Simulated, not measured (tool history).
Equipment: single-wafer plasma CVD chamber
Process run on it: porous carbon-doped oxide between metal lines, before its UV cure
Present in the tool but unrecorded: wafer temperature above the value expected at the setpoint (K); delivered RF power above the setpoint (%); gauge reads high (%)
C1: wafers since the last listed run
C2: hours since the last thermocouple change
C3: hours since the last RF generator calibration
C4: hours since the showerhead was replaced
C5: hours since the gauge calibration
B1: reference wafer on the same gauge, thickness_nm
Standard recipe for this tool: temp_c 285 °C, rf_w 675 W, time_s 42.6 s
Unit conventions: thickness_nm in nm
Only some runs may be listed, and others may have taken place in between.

run 1 hour=0 | temp_c=285 rf_w=590 time_s=42.6 | C1=0 C2=1933.6 C3=2274.2 C4=2739.2 C5=90.2 | B1=263.028 | thickness_nm=306.901
-- hour=13 gauge calibrated
run 2 hour=13.8 | temp_c=285 rf_w=675 time_s=42.6 | C1=291 C2=1947.4 C3=2288 C4=2753 C5=0.8 | B1=263.119 | thickness_nm=321.451
run 3 hour=24.3 | temp_c=285 rf_w=725 time_s=42.6 | C1=222 C2=1957.9 C3=2298.5 C4=2763.5 C5=11.3 | B1=263.065 | thickness_nm=329.465
run 4 hour=37.7 | temp_c=285 rf_w=725 time_s=42.6 | C1=283 C2=1971.3 C3=2311.9 C4=2776.9 C5=24.7 | B1=263.043 | thickness_nm=329.69
-- hour=49 RF generator calibrated
-- hour=53 thermocouple changed; heater temperature recalibrated
-- hour=60.4 showerhead replaced
run 5 hour=60.9 | temp_c=285 rf_w=725 time_s=42.6 | C1=80 C2=7.9 C3=11.9 C4=0.5 C5=47.9 | B1=262.969 | thickness_nm=330.046
run 6 hour=61.2 | temp_c=285 rf_w=675 time_s=42.6 | C1=6 C2=8.2 C3=12.2 C4=0.8 C5=48.2 | B1=263.003 | thickness_nm=321.125
run 7 hour=67.5 | temp_c=285 rf_w=675 time_s=42.6 | C1=133 C2=14.5 C3=18.5 C4=7.1 C5=54.5 | B1=263.044 | thickness_nm=320.981
run 8 hour=74.8 | temp_c=285 rf_w=790 time_s=42.6 | C1=154 C2=21.8 C3=25.8 C4=14.4 C5=61.8 | B1=263.081 | thickness_nm=341.108
run 9 hour=86.4 | temp_c=278 rf_w=800 time_s=44.8 | C1=245 C2=33.4 C3=37.4 C4=26 C5=73.4 | B1=263.044 | thickness_nm=374.356
run 10 hour=96.3 | temp_c=285 rf_w=675 time_s=42.6 | C1=209 C2=43.3 C3=47.3 C4=35.9 C5=83.3 | B1=262.991 | thickness_nm=321.515
-- hour=100.8 gauge calibrated
run 11 hour=111.4 | temp_c=285 rf_w=675 time_s=39.5 | C1=319 C2=58.4 C3=62.4 C4=51 C5=10.6 | B1=262.958 | thickness_nm=298.242
run 12 hour=128.4 | temp_c=279 rf_w=585 time_s=42.6 | C1=359 C2=75.4 C3=79.4 C4=68 C5=27.6 | B1=262.948 | thickness_nm=315.95
run 13 hour=143.7 | temp_c=285 rf_w=805 time_s=35 | C1=323 C2=90.7 C3=94.7 C4=83.3 C5=42.9 | B1=262.989 | thickness_nm=283.788
run 14 hour=157 | temp_c=285 rf_w=675 time_s=39.5 | C1=281 C2=104 C3=108 C4=96.6 C5=56.2 | B1=263.019 | thickness_nm=298.656

Describe how what the log doesn't record of the tool's condition differs between the last listed run preceding each entry between runs and the first listed run following it.
From run 1 to run 2: gauge calibrated (hour 13)
  the hidden state is the same at both runs
From run 4 to run 5: RF generator calibrated (hour 49); thermocouple changed; heater temperature recalibrated (hour 53); showerhead replaced (hour 60.4)
  the hidden state is the same at both runs
From run 10 to run 11: gauge calibrated (hour 100.8)
  the hidden state is the same at both runs

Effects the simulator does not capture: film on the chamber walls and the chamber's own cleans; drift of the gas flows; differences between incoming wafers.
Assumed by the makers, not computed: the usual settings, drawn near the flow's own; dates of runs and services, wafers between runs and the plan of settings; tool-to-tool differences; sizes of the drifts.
